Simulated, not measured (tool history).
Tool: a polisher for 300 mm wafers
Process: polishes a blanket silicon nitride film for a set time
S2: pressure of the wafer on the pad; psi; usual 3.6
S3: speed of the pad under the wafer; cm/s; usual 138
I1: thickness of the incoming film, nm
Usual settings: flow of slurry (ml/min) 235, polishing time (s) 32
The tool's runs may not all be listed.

{"run": 1, "hour": 0.0, "flow of slurry (ml/min)": 235, "S2": 3.6, "S3": 138, "polishing time (s)": 32, "I1": 779.4, "film removed (angstrom)": 637}
{"hour": 12.6, "done": "worn pad replaced by a new one"}
{"run": 2, "hour": 17.2, "flow of slurry (ml/min)": 235, "S2": 3.6, "S3": 138, "polishing time (s)": 32, "I1": 789, "film removed (angstrom)": 707}
{"run": 3, "hour": 23.2, "flow of slurry (ml/min)": 235, "S2": 3.6, "S3": 138, "polishing time (s)": 32, "I1": 784.4, "film removed (angstrom)": 706}
{"run": 4, "hour": 36.5, "flow of slurry (ml/min)": 270, "S2": 3.6, "S3": 138, "polishing time (s)": 32, "I1": 797.4, "film removed (angstrom)": 701}
{"run": 5, "hour": 52.8, "flow of slurry (ml/min)": 270, "S2": 3.6, "S3": 138, "polishing time (s)": 32, "I1": 777.6, "film removed (angstrom)": 706}
{"run": 6, "hour": 63.5, "flow of slurry (ml/min)": 270, "S2": 3.6, "S3": 138, "polishing time (s)": 32, "I1": 801.2, "film removed (angstrom)": 694}
{"run": 7, "hour": 73.7, "flow of slurry (ml/min)": 235, "S2": 3.6, "S3": 138, "polishing time (s)": 32, "I1": 784.3, "film removed (angstrom)": 689}
{"run": 8, "hour": 82.5, "flow of slurry (ml/min)": 235, "S2": 3.6, "S3": 138, "polishing time (s)": 32, "I1": 804.6, "film removed (angstrom)": 676}
{"run": 9, "hour": 97.5, "flow of slurry (ml/min)": 235, "S2": 3.6, "S3": 138, "polishing time (s)": 28, "I1": 791.9, "film removed (angstrom)": 577}
{"hour": 118.0, "done": "head pressure recalibrated"}
{"hour": 128.9, "done": "slurry nozzle cleaned"}
{"run": 10, "hour": 143.5, "flow of slurry (ml/min)": 200, "S2": 3.6, "S3": 138, "polishing time (s)": 32, "I1": 786.1, "film removed (angstrom)": 641}
{"run": 11, "hour": 151.0, "flow of slurry (ml/min)": 235, "S2": 4.6, "S3": 138, "polishing time (s)": 26, "I1": 785.6, "film removed (angstrom)": 637}
{"hour": 168.4, "done": "worn pad replaced by a new one, of another model than before"}
{"run": 12, "hour": 168.9, "flow of slurry (ml/min)": 235, "S2": 3.6, "S3": 138, "polishing time (s)": 32, "I1": 779.2, "film removed (angstrom)": 711}
{"run": 13, "hour": 182.4, "flow of slurry (ml/min)": 235, "S2": 2.4, "S3": 138, "polishing time (s)": 32, "I1": 774.3, "film removed (angstrom)": 586}
{"run": 14, "hour": 191.0, "flow of slurry (ml/min)": 190, "S2": 3.6, "S3": 114, "polishing time (s)": 26, "I1": 800.1, "film removed (angstrom)": 461}
{"run": 15, "hour": 229.5, "flow of slurry (ml/min)": 235, "S2": 2.5, "S3": 114, "polishing time (s)": 38, "I1": 788.9, "film removed (angstrom)": 570}
{"run": 16, "hour": 238.9, "flow of slurry (ml/min)": 235, "S2": 3.6, "S3": 138, "polishing time (s)": 32, "I1": 784.9, "film removed (angstrom)": 668}

Forecast each of these 5 alternatives for the next run:
{"run": "A", "hour": 239.3, "flow of slurry (ml/min)": 235, "S2": 3.6, "S3": 138, "polishing time (s)": 26, "I1": 793.3, "film removed (angstrom)": "?"}
{"run": "B", "hour": 239.3, "flow of slurry (ml/min)": 235, "S2": 2.8, "S3": 138, "polishing time (s)": 32, "I1": 793.3, "film removed (angstrom)": "?"}
{"run": "C", "hour": 239.3, "flow of slurry (ml/min)": 235, "S2": 3, "S3": 138, "polishing time (s)": 40, "I1": 793.3, "film removed (angstrom)": "?"}
{"run": "D", "hour": 239.3, "flow of slurry (ml/min)": 235, "S2": 2.7, "S3": 160, "polishing time (s)": 32, "I1": 793.3, "film removed (angstrom)": "?"}
{"run": "E", "hour": 239.3, "flow of slurry (ml/min)": 235, "S2": 4.6, "S3": 102, "polishing time (s)": 32, "I1": 793.3, "film removed (angstrom)": "?"}

run=A film_removed_(angstrom)=556
run=B film_removed_(angstrom)=612
run=C film_removed_(angstrom)=788
run=D film_removed_(angstrom)=693
run=E film_removed_(angstrom)=576
Without the tool's hidden state the same runs would have given:
run=A film_removed_(angstrom)=594
run=B film_removed_(angstrom)=653
run=C film_removed_(angstrom)=841
run=D film_removed_(angstrom)=740
run=E film_removed_(angstrom)=614
